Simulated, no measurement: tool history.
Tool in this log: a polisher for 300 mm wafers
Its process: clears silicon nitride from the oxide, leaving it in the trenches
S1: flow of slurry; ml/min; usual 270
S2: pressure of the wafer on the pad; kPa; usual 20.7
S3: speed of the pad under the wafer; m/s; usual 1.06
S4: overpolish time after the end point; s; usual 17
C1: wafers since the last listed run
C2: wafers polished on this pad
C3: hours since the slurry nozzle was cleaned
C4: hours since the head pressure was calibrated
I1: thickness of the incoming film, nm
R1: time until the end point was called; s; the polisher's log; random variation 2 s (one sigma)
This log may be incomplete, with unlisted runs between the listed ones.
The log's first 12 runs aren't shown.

run	hour	S1	S2	S3	S4	C1	C2	C3	C4	I1	R1
# hour 159.6: worn pad replaced by a new one
13	172.4	270	20.7	1.06	17	94	67	97.9	1137	109.3	113.4
14	184.9	270	24.1	1.06	17	65	133	110.4	1149.5	109.3	97.7
15	196.8	270	24.1	1.06	17	62	195	122.3	1161.4	112.2	101.1
16	210.9	270	20.7	0.72	24	74	270	136.4	1175.5	108.1	160.8
17	249.4	190	20.7	0.74	17	202	473	174.9	1214	110.3	162.8
18	259.7	325	26.9	0.74	21	54	527	185.2	1224.3	111.1	124.9
19	266.3	270	20.7	1.06	17	34	562	191.8	1230.9	108.9	108.1
20	315.9	270	20.7	1.06	17	261	823	241.4	1280.5	107.8	110.6
21	325	270	20.7	1.06	17	47	871	250.5	1289.6	110.3	111.8
# hour 329.9: worn pad replaced by a new one
# hour 331.2: head pressure recalibrated
22	336.4	310	20.7	0.68	26	32	27	261.9	5.2	110.2	173.5
23	347.5	270	25.5	1.06	24	58	85	273	16.3	111.1	97
24	353.7	320	20.7	1.06	12	32	118	279.2	22.5	110.6	109.6
25	364.1	270	20.7	1.06	17	54	173	289.6	32.9	110.3	111.3
26	377.7	295	13.8	0.76	13	71	244	303.2	46.5	110.4	219.2
27	391.7	270	19.3	1.06	17	73	318	317.2	60.5	111.2	116.8
28	399.2	270	20.7	1.3	17	39	358	324.7	68	112.2	91.6
29	409.1	270	20.7	1.06	17	52	410	334.6	77.9	108.9	110
30	423.2	270	20.7	0.84	11	74	484	348.7	92	110.1	140.5
31	435.1	270	20.7	1.06	26	62	547	360.6	103.9	109.4	110.1
32	449	355	20.7	1.06	20	73	620	374.5	117.8	109.1	107.9
33	466.6	320	26.9	1.06	17	92	713	392.1	135.4	110.6	88.9
34	480.5	360	20.7	1.06	17	73	786	406	149.3	111.6	114.8
35	489.7	225	20.7	1.06	17	48	834	415.2	158.5	110.4	112.5
36	504.5	270	20.7	1.06	10	77	912	430	173.3	110.3	107.3

Forecast run 37:
# hour 514.7: slurry nozzle cleaned
# hour 523.5: worn pad replaced by a new one
37	524	190	20.7	1.24	9	76	2	9.3	192.8	109.5	?

R1: 99 s
Were there no unlogged condition in the tool, this run, its random variation unchanged, would have produced R1 99 s.

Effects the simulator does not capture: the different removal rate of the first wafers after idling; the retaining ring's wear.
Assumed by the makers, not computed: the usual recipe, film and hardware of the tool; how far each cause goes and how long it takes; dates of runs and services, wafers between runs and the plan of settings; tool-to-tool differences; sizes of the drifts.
